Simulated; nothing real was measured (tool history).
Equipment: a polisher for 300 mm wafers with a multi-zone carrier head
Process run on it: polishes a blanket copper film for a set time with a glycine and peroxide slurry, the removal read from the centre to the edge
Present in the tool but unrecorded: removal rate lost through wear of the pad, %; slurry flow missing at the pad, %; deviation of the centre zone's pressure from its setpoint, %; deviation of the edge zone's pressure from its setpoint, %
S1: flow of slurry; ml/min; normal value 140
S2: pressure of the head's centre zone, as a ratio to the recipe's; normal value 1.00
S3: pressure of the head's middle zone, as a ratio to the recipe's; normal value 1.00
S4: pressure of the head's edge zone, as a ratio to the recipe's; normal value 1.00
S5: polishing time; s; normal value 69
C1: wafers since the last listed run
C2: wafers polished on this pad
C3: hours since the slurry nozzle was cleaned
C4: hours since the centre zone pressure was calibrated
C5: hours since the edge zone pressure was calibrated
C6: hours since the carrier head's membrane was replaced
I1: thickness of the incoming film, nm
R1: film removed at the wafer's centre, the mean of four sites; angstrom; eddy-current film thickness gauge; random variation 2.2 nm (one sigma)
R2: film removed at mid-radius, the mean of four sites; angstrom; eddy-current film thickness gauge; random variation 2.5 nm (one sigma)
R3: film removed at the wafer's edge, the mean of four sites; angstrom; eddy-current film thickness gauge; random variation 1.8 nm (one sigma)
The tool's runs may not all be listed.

run	hour	S1	S2	S3	S4	S5	C1	C2	C3	C4	C5	C6	I1	R1	R2	R3
1	0.0	140	1.00	1.00	0.93	69	0	104	553.4	26.0	195.9	758.8	971.7	2707	2640	2539
2	19.9	140	1.00	1.00	0.93	69	195	300	573.3	45.9	215.8	778.7	975.2	2678	2645	2573
3	52.7	140	0.95	1.00	1.00	69	321	621	606.1	78.7	248.6	811.5	981.4	2574	2634	2652
4	97.7	170	1.00	1.00	1.03	69	441	1063	651.1	123.7	293.6	856.5	976.0	2760	2739	2730
5	112.0	175	0.95	1.00	1.09	62	140	1203	665.4	138.0	307.9	870.8	966.1	2376	2481	2556
6	139.5	125	0.94	0.88	1.11	69	269	1473	692.9	165.5	335.4	898.3	988.4	2459	2341	2742
# hour 146.4: slurry nozzle cleaned
# hour 154.7: edge zone pressure recalibrated
# hour 161.2: carrier head's membrane replaced by a new one
7	162.0	140	1.00	1.00	1.00	69	142	1615	15.6	188.0	7.3	0.8	989.7	2631	2642	2627
# hour 191.5: worn pad replaced by a new one, of another model than before
8	192.0	140	1.00	1.00	1.00	91	255	5	45.6	218.0	37.3	30.8	959.2	3525	3520	3467
9	210.6	170	1.10	0.95	1.00	69	182	187	64.2	236.6	55.9	49.4	982.4	3085	2664	2749
10	243.3	140	1.11	1.06	1.00	85	320	508	96.9	269.3	88.6	82.1	976.8	3661	3497	3213
11	272.5	140	1.00	1.00	1.00	52	286	795	126.1	298.5	117.8	111.3	988.0	1995	1993	1957
12	300.3	140	1.00	1.12	1.00	80	272	1067	153.9	326.3	145.6	139.1	959.5	3057	3360	3102
13	319.8	155	1.00	1.07	1.00	69	191	1259	173.4	345.8	165.1	158.6	978.8	2750	2838	2704
14	353.7	140	1.00	1.00	1.00	69	332	1591	207.3	379.7	199.0	192.5	967.2	2620	2614	2600
# hour 370.2: worn pad replaced by a new one
15	375.9	105	1.00	1.00	1.03	69	178	55	229.5	401.9	221.2	214.7	980.2	2265	2314	2431
16	397.0	175	1.00	1.00	1.05	48	207	262	250.6	423.0	242.3	235.8	994.1	1960	1968	1954
17	428.9	140	1.08	0.92	1.00	69	313	575	282.5	454.9	274.2	267.7	965.2	2828	2461	2617
18	457.7	140	1.11	1.00	1.00	69	282	858	311.3	483.7	303.0	296.5	977.1	2915	2624	2594
19	488.4	140	1.00	1.00	1.00	59	301	1159	342.0	514.4	333.7	327.2	962.1	2248	2265	2254
20	507.8	180	1.00	1.10	1.07	85	190	1349	361.4	533.8	353.1	346.6	975.1	3448	3761	3550
21	521.9	140	1.00	1.00	1.00	69	138	1488	375.5	547.9	367.2	360.7	962.5	2600	2652	2610
22	548.8	100	1.00	1.00	1.00	69	263	1752	402.4	574.8	394.1	387.6	966.8	2154	2263	2367

Forecast each of these 4 alternatives for the next run:
A	549.3	140	1.00	1.00	0.94	69	4	1757	402.9	575.3	394.6	388.1	966.7	?	?	?
B	549.3	180	1.00	0.96	0.89	60	4	1757	402.9	575.3	394.6	388.1	966.7	?	?	?
C	549.3	140	1.00	0.96	0.96	69	4	1757	402.9	575.3	394.6	388.1	966.7	?	?	?
D	549.3	140	1.00	1.08	1.00	69	4	1757	402.9	575.3	394.6	388.1	966.7	?	?	?

run	R1	R2	R3
A	2622	2652	2561
B	2449	2376	2276
C	2621	2562	2588
D	2624	2831	2635
The same runs, with their run-to-run variation unchanged, on a tool lacking any hidden condition would have given:
run	R1	R2	R3
A	2720	2652	2561
B	2541	2376	2276
C	2719	2562	2588
D	2722	2830	2635
